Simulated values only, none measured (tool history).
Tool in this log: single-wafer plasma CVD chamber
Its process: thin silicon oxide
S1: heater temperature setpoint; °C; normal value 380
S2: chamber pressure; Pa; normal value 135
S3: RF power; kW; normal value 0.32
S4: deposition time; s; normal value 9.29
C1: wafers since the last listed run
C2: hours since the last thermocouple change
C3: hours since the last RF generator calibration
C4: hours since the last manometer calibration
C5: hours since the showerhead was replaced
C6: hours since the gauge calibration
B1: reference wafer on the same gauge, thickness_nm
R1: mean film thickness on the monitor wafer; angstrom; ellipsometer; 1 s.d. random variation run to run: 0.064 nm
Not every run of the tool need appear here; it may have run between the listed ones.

run   hour   S1   S2     S3     S4    C1      C2      C3      C4      C5      C6      B1      R1
  1      0  380  135   0.32   9.29     0  1923.8  1964.6  2638.9  6932.4   873.7  19.797  195.12
  2   28.7  380  135   0.32   9.29   634  1952.5  1993.3  2667.6  6961.1   902.4  19.804  195.04
  3   47.8  380  135   0.32   9.29   421  1971.6  2012.4  2686.7  6980.2   921.5  19.797  194.05
  4   62.3  376  135   0.32   9.29   320  1986.1  2026.9  2701.2  6994.7     936  19.806  194.12
  5   79.7  376  135   0.32   9.29   384  2003.5  2044.3  2718.6  7012.1   953.4  19.808  194.92
  6   99.8  380  135   0.32   9.29   444  2023.6  2064.4  2738.7  7032.2   973.5  19.806  195.61
  7  134.6  380  135   0.28   9.29   768  2058.4  2099.2  2773.5    7067  1008.3  19.797   173.9
     151.5  -- thermocouple changed; heater temperature recalibrated
  8  159.5  380  135   0.32   9.29   373       8  2124.1  2798.4  7091.9  1033.2  19.804  193.48
  9  174.8  380  135   0.32   9.29   338    23.3  2139.4  2813.7  7107.2  1048.5  19.791  192.89
 10  195.4  380  135   0.32   9.29   455    43.9    2160  2834.3  7127.8  1069.1  19.797  193.21
 11  229.6  380  135   0.32   9.29   755    78.1  2194.2  2868.5    7162  1103.3  19.808  192.72
 12  254.9  386  147  0.345  10.61   558   103.4  2219.5  2893.8  7187.3  1128.6  19.795  244.85
 13  273.6  375  123  0.355   8.01   413   122.1  2238.2  2912.5    7206  1147.3  19.809  167.19
 14  290.8  386  147  0.345  10.61   379   139.3  2255.4  2929.7  7223.2  1164.5  19.798  243.77
     294.9  -- gauge calibrated
 15  318.5  380  105  0.265  10.48   611     167  2283.1  2957.4  7250.9    23.6  19.799  150.51
 16  349.2  380  135   0.28   9.29   678   197.7  2313.8  2988.1  7281.6    54.3   19.79  170.59
 17  363.6  380  147   0.32   9.29   318   212.1  2328.2  3002.5    7296    68.7   19.81  201.83
 18  395.5  392  109   0.32   9.29   704     244  2360.1  3034.4  7327.9   100.6  19.803  160.27
     411.9  -- RF generator calibrated
 19  428.1  380  161   0.32   10.9   543   276.6    16.2    3067  7360.5   133.2  19.797  266.83
     451.1  -- showerhead replaced
 20  453.5  376  157   0.32   8.68   384     302    41.6  3092.4     2.4   158.6  19.805  211.08
 21  480.6  392  109   0.32   9.29   598   329.1    68.7  3119.5    29.5   185.7  19.797  174.07
     501.3  -- capacitance manometer re-zeroed and calibrated
 22  503.4  380  115   0.32   9.29   326   351.9    91.5     2.1    52.3   208.5  19.798  170.89
 23  515.7  380  147   0.32   8.55   271   364.2   103.8    14.4    64.6   220.8  19.809  191.21
 24  528.2  370  153  0.365   7.62   276   376.7   116.3    26.9    77.1   233.3  19.809  191.12
 25  631.7  391  123   0.32   9.82  2286   480.2   219.8   130.4   180.6   336.8  19.793   192.8
 26    662  390  144   0.29  10.19   669   510.5   250.1   160.7   210.9   367.1  19.808     209
 27  693.9  367  112  0.305  10.36   704   542.4     282   192.6   242.8     399  19.811  185.22
 28  726.8  385  135    0.3   9.29   726   575.3   314.9   225.5   275.7   431.9  19.801  187.04

5 options for the next run, each taken on its own from the tool as it stands now. Forecast them:
  A  727.2  380  135   0.32   9.29   8  575.7  315.3  225.9  276.1  432.3   ?   ?
  B  727.2  376  135   0.37   9.29   8  575.7  315.3  225.9  276.1  432.3   ?   ?
  C  727.2  380  167   0.32  10.77   8  575.7  315.3  225.9  276.1  432.3   ?   ?
  D  727.2  366  135  0.365   9.29   8  575.7  315.3  225.9  276.1  432.3   ?   ?
  E  727.2  391  135   0.32  10.45   8  575.7  315.3  225.9  276.1  432.3   ?   ?

run      B1      R1
  A  19.796  197.65
  B  19.796  216.56
  C  19.796  260.26
  D  19.796  216.18
  E  19.796  220.84
Without the tool's unlogged condition, the same runs would have read:
run      R1
  A  196.93
  B  215.62
  C  260.47
  D  215.25
  E  220.03
